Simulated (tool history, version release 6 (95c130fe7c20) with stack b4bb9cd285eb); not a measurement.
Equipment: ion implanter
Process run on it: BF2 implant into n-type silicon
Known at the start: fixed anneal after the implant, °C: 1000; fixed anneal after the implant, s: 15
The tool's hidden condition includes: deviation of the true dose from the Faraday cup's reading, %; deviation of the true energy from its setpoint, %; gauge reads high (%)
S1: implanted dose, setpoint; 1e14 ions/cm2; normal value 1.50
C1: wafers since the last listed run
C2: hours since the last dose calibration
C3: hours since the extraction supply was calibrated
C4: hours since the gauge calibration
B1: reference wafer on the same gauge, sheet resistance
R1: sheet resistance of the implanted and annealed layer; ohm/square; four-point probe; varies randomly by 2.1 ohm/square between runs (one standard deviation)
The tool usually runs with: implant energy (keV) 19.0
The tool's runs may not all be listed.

run 1 hour=0.0 | S1=1.65 implant_energy_(keV)=14.0 | C1=0 C2=501.7 C3=3440.0 C4=190.4 | B1=715.16 | R1=722.45
run 2 hour=35.7 | S1=1.65 implant_energy_(keV)=14.0 | C1=831 C2=537.4 C3=3475.7 C4=226.1 | B1=714.79 | R1=725.88
run 3 hour=48.6 | S1=1.50 implant_energy_(keV)=19.0 | C1=300 C2=550.3 C3=3488.6 C4=239.0 | B1=715.04 | R1=756.89
run 4 hour=63.2 | S1=1.50 implant_energy_(keV)=19.0 | C1=340 C2=564.9 C3=3503.2 C4=253.6 | B1=714.62 | R1=757.98
run 5 hour=94.1 | S1=1.50 implant_energy_(keV)=15.5 | C1=720 C2=595.8 C3=3534.1 C4=284.5 | B1=715.49 | R1=779.44
run 6 hour=119.7 | S1=1.50 implant_energy_(keV)=19.0 | C1=596 C2=621.4 C3=3559.7 C4=310.1 | B1=714.44 | R1=760.03
run 7 hour=144.5 | S1=1.50 implant_energy_(keV)=19.0 | C1=577 C2=646.2 C3=3584.5 C4=334.9 | B1=715.49 | R1=762.21
run 8 hour=240.9 | S1=1.50 implant_energy_(keV)=19.0 | C1=2246 C2=742.6 C3=3680.9 C4=431.3 | B1=714.58 | R1=761.37
run 9 hour=254.4 | S1=1.29 implant_energy_(keV)=19.0 | C1=314 C2=756.1 C3=3694.4 C4=444.8 | B1=714.93 | R1=869.70
run 10 hour=285.4 | S1=1.29 implant_energy_(keV)=19.0 | C1=722 C2=787.1 C3=3725.4 C4=475.8 | B1=715.30 | R1=865.36
run 11 hour=315.6 | S1=1.29 implant_energy_(keV)=19.0 | C1=703 C2=817.3 C3=3755.6 C4=506.0 | B1=714.74 | R1=868.65
run 12 hour=331.7 | S1=1.50 implant_energy_(keV)=19.0 | C1=375 C2=833.4 C3=3771.7 C4=522.1 | B1=714.60 | R1=760.70
run 13 hour=356.0 | S1=1.50 implant_energy_(keV)=19.0 | C1=566 C2=857.7 C3=3796.0 C4=546.4 | B1=715.02 | R1=766.63
-- hour=379.5 Faraday cup replaced and dose calibrated
run 14 hour=383.5 | S1=1.50 implant_energy_(keV)=19.0 | C1=454 C2=4.0 C3=3823.5 C4=573.9 | B1=714.34 | R1=728.93
run 15 hour=410.0 | S1=1.50 implant_energy_(keV)=14.5 | C1=617 C2=30.5 C3=3850.0 C4=600.4 | B1=715.26 | R1=753.64
run 16 hour=430.4 | S1=1.63 implant_energy_(keV)=16.5 | C1=475 C2=50.9 C3=3870.4 C4=620.8 | B1=714.93 | R1=694.57
-- hour=446.7 extraction supply calibrated
run 17 hour=455.8 | S1=1.50 implant_energy_(keV)=19.0 | C1=405 C2=76.3 C3=9.1 C4=646.2 | B1=715.20 | R1=735.35
run 18 hour=473.0 | S1=1.50 implant_energy_(keV)=19.0 | C1=400 C2=93.5 C3=26.3 C4=663.4 | B1=715.87 | R1=735.47
-- hour=474.8 gauge calibrated
run 19 hour=490.1 | S1=1.50 implant_energy_(keV)=12.5 | C1=398 C2=110.6 C3=43.4 C4=15.3 | B1=714.66 | R1=782.17
run 20 hour=504.6 | S1=1.50 implant_energy_(keV)=19.0 | C1=337 C2=125.1 C3=57.9 C4=29.8 | B1=715.33 | R1=736.69
run 21 hour=517.2 | S1=1.24 implant_energy_(keV)=21.5 | C1=293 C2=137.7 C3=70.5 C4=42.4 | B1=715.87 | R1=857.76
run 22 hour=547.9 | S1=1.66 implant_energy_(keV)=24.5 | C1=715 C2=168.4 C3=101.2 C4=73.1 | B1=714.75 | R1=655.75
run 23 hour=576.3 | S1=1.07 implant_energy_(keV)=23.5 | C1=661 C2=196.8 C3=129.6 C4=101.5 | B1=714.98 | R1=959.45
run 24 hour=595.5 | S1=1.67 implant_energy_(keV)=19.0 | C1=447 C2=216.0 C3=148.8 C4=120.7 | B1=714.55 | R1=676.71
run 25 hour=621.6 | S1=1.35 implant_energy_(keV)=25.5 | C1=608 C2=242.1 C3=174.9 C4=146.8 | B1=715.12 | R1=782.92
run 26 hour=638.4 | S1=1.50 implant_energy_(keV)=19.0 | C1=391 C2=258.9 C3=191.7 C4=163.6 | B1=714.80 | R1=750.85
run 27 hour=691.0 | S1=1.50 implant_energy_(keV)=16.5 | C1=1225 C2=311.5 C3=244.3 C4=216.2 | B1=714.75 | R1=763.36
run 28 hour=718.9 | S1=1.50 implant_energy_(keV)=19.0 | C1=650 C2=339.4 C3=272.2 C4=244.1 | B1=714.75 | R1=750.94
run 29 hour=749.6 | S1=1.62 implant_energy_(keV)=19.0 | C1=715 C2=370.1 C3=302.9 C4=274.8 | B1=714.71 | R1=704.67
run 30 hour=777.6 | S1=1.22 implant_energy_(keV)=23.0 | C1=652 C2=398.1 C3=330.9 C4=302.8 | B1=714.34 | R1=872.53
run 31 hour=811.0 | S1=1.74 implant_energy_(keV)=21.0 | C1=778 C2=431.5 C3=364.3 C4=336.2 | B1=715.23 | R1=655.97

List, for all runs, the conditions of the tool that the log does not record:
deviation of the true energy from its setpoint, %: 0 in every run
gauge reads high (%): 0 in every run
H1: deviation of the true dose from the Faraday cup's reading, %
run=1 H1=-3.9
run=2 H1=-4.02
run=3 H1=-4.06
run=4 H1=-4.11
run=5 H1=-4.19
run=6 H1=-4.26
run=7 H1=-4.32
run=8 H1=-4.51
run=9 H1=-4.54
run=10 H1=-4.59
run=11 H1=-4.63
run=12 H1=-4.65
run=13 H1=-4.68
run=14 H1=0.202
run=15 H1=-0.189
run=16 H1=-0.469
run=17 H1=-0.795
run=18 H1=-1
run=19 H1=-1.2
run=20 H1=-1.36
run=21 H1=-1.49
run=22 H1=-1.79
run=23 H1=-2.05
run=24 H1=-2.21
run=25 H1=-2.42
run=26 H1=-2.54
run=27 H1=-2.89
run=28 H1=-3.06
run=29 H1=-3.23
run=30 H1=-3.37
run=31 H1=-3.52
